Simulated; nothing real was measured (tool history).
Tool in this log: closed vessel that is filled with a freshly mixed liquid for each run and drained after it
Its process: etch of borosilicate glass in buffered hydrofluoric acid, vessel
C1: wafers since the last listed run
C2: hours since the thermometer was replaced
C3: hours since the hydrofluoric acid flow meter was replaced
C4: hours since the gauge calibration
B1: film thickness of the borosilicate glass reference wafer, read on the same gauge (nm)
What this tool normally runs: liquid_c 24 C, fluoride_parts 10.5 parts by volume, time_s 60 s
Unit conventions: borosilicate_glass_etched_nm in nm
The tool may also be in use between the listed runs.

{"run": 1, "hour": 0.0, "liquid_c": 24, "fluoride_parts": 8, "time_s": 60, "C1": 0, "C2": 488.4, "C3": 591.9, "C4": 494.3, "B1": 70.02, "borosilicate_glass_etched_nm": 96.79}
{"run": 2, "hour": 15.0, "liquid_c": 24, "fluoride_parts": 10.5, "time_s": 60, "C1": 1911, "C2": 503.4, "C3": 606.9, "C4": 509.3, "B1": 69.98, "borosilicate_glass_etched_nm": 75.26}
{"run": 3, "hour": 110.2, "liquid_c": 24, "fluoride_parts": 10.5, "time_s": 85, "C1": 12132, "C2": 598.6, "C3": 702.1, "C4": 604.5, "B1": 69.98, "borosilicate_glass_etched_nm": 106.68}
{"run": 4, "hour": 142.5, "liquid_c": 24, "fluoride_parts": 10.5, "time_s": 60, "C1": 4116, "C2": 630.9, "C3": 734.4, "C4": 636.8, "B1": 70.03, "borosilicate_glass_etched_nm": 75.98}
{"run": 5, "hour": 166.0, "liquid_c": 24, "fluoride_parts": 10.5, "time_s": 60, "C1": 2994, "C2": 654.4, "C3": 757.9, "C4": 660.3, "B1": 70.02, "borosilicate_glass_etched_nm": 75.25}
{"run": 6, "hour": 181.8, "liquid_c": 27.5, "fluoride_parts": 10.5, "time_s": 60, "C1": 2013, "C2": 670.2, "C3": 773.7, "C4": 676.1, "B1": 70.04, "borosilicate_glass_etched_nm": 91.03}
{"run": 7, "hour": 216.5, "liquid_c": 27.5, "fluoride_parts": 10.5, "time_s": 60, "C1": 4422, "C2": 704.9, "C3": 808.4, "C4": 710.8, "B1": 69.99, "borosilicate_glass_etched_nm": 90.68}
{"run": 8, "hour": 244.0, "liquid_c": 23, "fluoride_parts": 10.5, "time_s": 60, "C1": 3504, "C2": 732.4, "C3": 835.9, "C4": 738.3, "B1": 70, "borosilicate_glass_etched_nm": 71.46}
{"run": 9, "hour": 266.2, "liquid_c": 23, "fluoride_parts": 10.5, "time_s": 60, "C1": 2829, "C2": 754.6, "C3": 858.1, "C4": 760.5, "B1": 69.98, "borosilicate_glass_etched_nm": 71.43}
{"run": 10, "hour": 279.7, "liquid_c": 26.5, "fluoride_parts": 10.5, "time_s": 60, "C1": 1720, "C2": 768.1, "C3": 871.6, "C4": 774, "B1": 70, "borosilicate_glass_etched_nm": 86.19}
{"run": 11, "hour": 294.5, "liquid_c": 26.5, "fluoride_parts": 10.5, "time_s": 60, "C1": 1886, "C2": 782.9, "C3": 886.4, "C4": 788.8, "B1": 69.95, "borosilicate_glass_etched_nm": 86.05}
{"run": 12, "hour": 324.5, "liquid_c": 26.5, "fluoride_parts": 10.5, "time_s": 60, "C1": 3823, "C2": 812.9, "C3": 916.4, "C4": 818.8, "B1": 70, "borosilicate_glass_etched_nm": 85.61}
{"run": 13, "hour": 353.1, "liquid_c": 24, "fluoride_parts": 10.5, "time_s": 60, "C1": 3644, "C2": 841.5, "C3": 945, "C4": 847.4, "B1": 70.01, "borosilicate_glass_etched_nm": 76.15}
{"run": 14, "hour": 384.4, "liquid_c": 24, "fluoride_parts": 10.5, "time_s": 60, "C1": 3988, "C2": 872.8, "C3": 976.3, "C4": 878.7, "B1": 70.04, "borosilicate_glass_etched_nm": 76.05}
{"hour": 392.6, "done": "thermometer replaced"}
{"run": 15, "hour": 398.0, "liquid_c": 24, "fluoride_parts": 10.5, "time_s": 60, "C1": 1605, "C2": 5.4, "C3": 989.9, "C4": 892.3, "B1": 70, "borosilicate_glass_etched_nm": 72.07}
{"run": 16, "hour": 423.4, "liquid_c": 24, "fluoride_parts": 10.5, "time_s": 60, "C1": 3237, "C2": 30.8, "C3": 1015.3, "C4": 917.7, "B1": 70, "borosilicate_glass_etched_nm": 72.77}
{"run": 17, "hour": 440.4, "liquid_c": 24, "fluoride_parts": 8, "time_s": 60, "C1": 2166, "C2": 47.8, "C3": 1032.3, "C4": 934.7, "B1": 69.98, "borosilicate_glass_etched_nm": 92.53}
{"run": 18, "hour": 455.1, "liquid_c": 24, "fluoride_parts": 10.5, "time_s": 60, "C1": 1873, "C2": 62.5, "C3": 1047, "C4": 949.4, "B1": 69.99, "borosilicate_glass_etched_nm": 73.28}
{"run": 19, "hour": 468.0, "liquid_c": 24, "fluoride_parts": 10.5, "time_s": 60, "C1": 1644, "C2": 75.4, "C3": 1059.9, "C4": 962.3, "B1": 69.99, "borosilicate_glass_etched_nm": 72.55}
{"run": 20, "hour": 501.8, "liquid_c": 25.5, "fluoride_parts": 12, "time_s": 60, "C1": 4307, "C2": 109.2, "C3": 1093.7, "C4": 996.1, "B1": 69.97, "borosilicate_glass_etched_nm": 68.88}
{"hour": 515.7, "done": "gauge calibrated"}
{"hour": 562.1, "done": "hydrofluoric acid flow meter replaced"}
{"run": 21, "hour": 603.7, "liquid_c": 24, "fluoride_parts": 10.5, "time_s": 45, "C1": 12858, "C2": 211.1, "C3": 41.6, "C4": 88, "B1": 69.99, "borosilicate_glass_etched_nm": 57.27}
{"run": 22, "hour": 620.3, "liquid_c": 28, "fluoride_parts": 8.5, "time_s": 95, "C1": 2115, "C2": 227.7, "C3": 58.2, "C4": 104.6, "B1": 70, "borosilicate_glass_etched_nm": 177.68}
{"run": 23, "hour": 640.9, "liquid_c": 22, "fluoride_parts": 10.5, "time_s": 60, "C1": 2625, "C2": 248.3, "C3": 78.8, "C4": 125.2, "B1": 69.97, "borosilicate_glass_etched_nm": 68.85}
{"run": 24, "hour": 671.0, "liquid_c": 27.5, "fluoride_parts": 10.5, "time_s": 60, "C1": 3836, "C2": 278.4, "C3": 108.9, "C4": 155.3, "B1": 70, "borosilicate_glass_etched_nm": 91.57}
{"run": 25, "hour": 698.0, "liquid_c": 22.5, "fluoride_parts": 14.5, "time_s": 30, "C1": 3440, "C2": 305.4, "C3": 135.9, "C4": 182.3, "B1": 69.99, "borosilicate_glass_etched_nm": 25.58}
{"run": 26, "hour": 719.5, "liquid_c": 24, "fluoride_parts": 10.5, "time_s": 35, "C1": 2740, "C2": 326.9, "C3": 157.4, "C4": 203.8, "B1": 70.01, "borosilicate_glass_etched_nm": 44.75}
{"run": 27, "hour": 742.6, "liquid_c": 22, "fluoride_parts": 7.5, "time_s": 85, "C1": 2943, "C2": 350, "C3": 180.5, "C4": 226.9, "B1": 70.01, "borosilicate_glass_etched_nm": 134.19}
{"run": 28, "hour": 772.1, "liquid_c": 24, "fluoride_parts": 10.5, "time_s": 60, "C1": 3759, "C2": 379.5, "C3": 210, "C4": 256.4, "B1": 70.05, "borosilicate_glass_etched_nm": 76.32}
{"run": 29, "hour": 800.0, "liquid_c": 21.5, "fluoride_parts": 12, "time_s": 35, "C1": 3555, "C2": 407.4, "C3": 237.9, "C4": 284.3, "B1": 69.95, "borosilicate_glass_etched_nm": 34.19}
{"run": 30, "hour": 818.0, "liquid_c": 26.5, "fluoride_parts": 9, "time_s": 95, "C1": 2293, "C2": 425.4, "C3": 255.9, "C4": 302.3, "B1": 69.94, "borosilicate_glass_etched_nm": 156.14}
{"run": 31, "hour": 836.8, "liquid_c": 20.5, "fluoride_parts": 12.5, "time_s": 50, "C1": 2395, "C2": 444.2, "C3": 274.7, "C4": 321.1, "B1": 69.99, "borosilicate_glass_etched_nm": 44.39}
{"run": 32, "hour": 853.2, "liquid_c": 24, "fluoride_parts": 10.5, "time_s": 30, "C1": 2090, "C2": 460.6, "C3": 291.1, "C4": 337.5, "B1": 69.96, "borosilicate_glass_etched_nm": 38.13}

What if the next run were any one of these 5? Each begins from the tool's condition after run 32:
{"run": "A", "hour": 853.9, "liquid_c": 24, "fluoride_parts": 10.5, "time_s": 60, "C1": 89, "C2": 461.3, "C3": 291.8, "C4": 338.2, "B1": "?", "borosilicate_glass_etched_nm": "?"}
{"run": "B", "hour": 853.9, "liquid_c": 24, "fluoride_parts": 10.5, "time_s": 95, "C1": 89, "C2": 461.3, "C3": 291.8, "C4": 338.2, "B1": "?", "borosilicate_glass_etched_nm": "?"}
{"run": "C", "hour": 853.9, "liquid_c": 27, "fluoride_parts": 12.5, "time_s": 30, "C1": 89, "C2": 461.3, "C3": 291.8, "C4": 338.2, "B1": "?", "borosilicate_glass_etched_nm": "?"}
{"run": "D", "hour": 853.9, "liquid_c": 28, "fluoride_parts": 9, "time_s": 85, "C1": 89, "C2": 461.3, "C3": 291.8, "C4": 338.2, "B1": "?", "borosilicate_glass_etched_nm": "?"}
{"run": "E", "hour": 853.9, "liquid_c": 22, "fluoride_parts": 7.5, "time_s": 80, "C1": 89, "C2": 461.3, "C3": 291.8, "C4": 338.2, "B1": "?", "borosilicate_glass_etched_nm": "?"}

run=A B1=69.99 borosilicate_glass_etched_nm=76.24
run=B B1=69.99 borosilicate_glass_etched_nm=120.71
run=C B1=69.99 borosilicate_glass_etched_nm=37.61
run=D B1=69.99 borosilicate_glass_etched_nm=150.59
run=E B1=69.99 borosilicate_glass_etched_nm=125.15
What these runs would have given with no unlogged condition in the tool:
run=A borosilicate_glass_etched_nm=75.22
run=B borosilicate_glass_etched_nm=119.09
run=C borosilicate_glass_etched_nm=37.13
run=D borosilicate_glass_etched_nm=147.78
run=E borosilicate_glass_etched_nm=123.7

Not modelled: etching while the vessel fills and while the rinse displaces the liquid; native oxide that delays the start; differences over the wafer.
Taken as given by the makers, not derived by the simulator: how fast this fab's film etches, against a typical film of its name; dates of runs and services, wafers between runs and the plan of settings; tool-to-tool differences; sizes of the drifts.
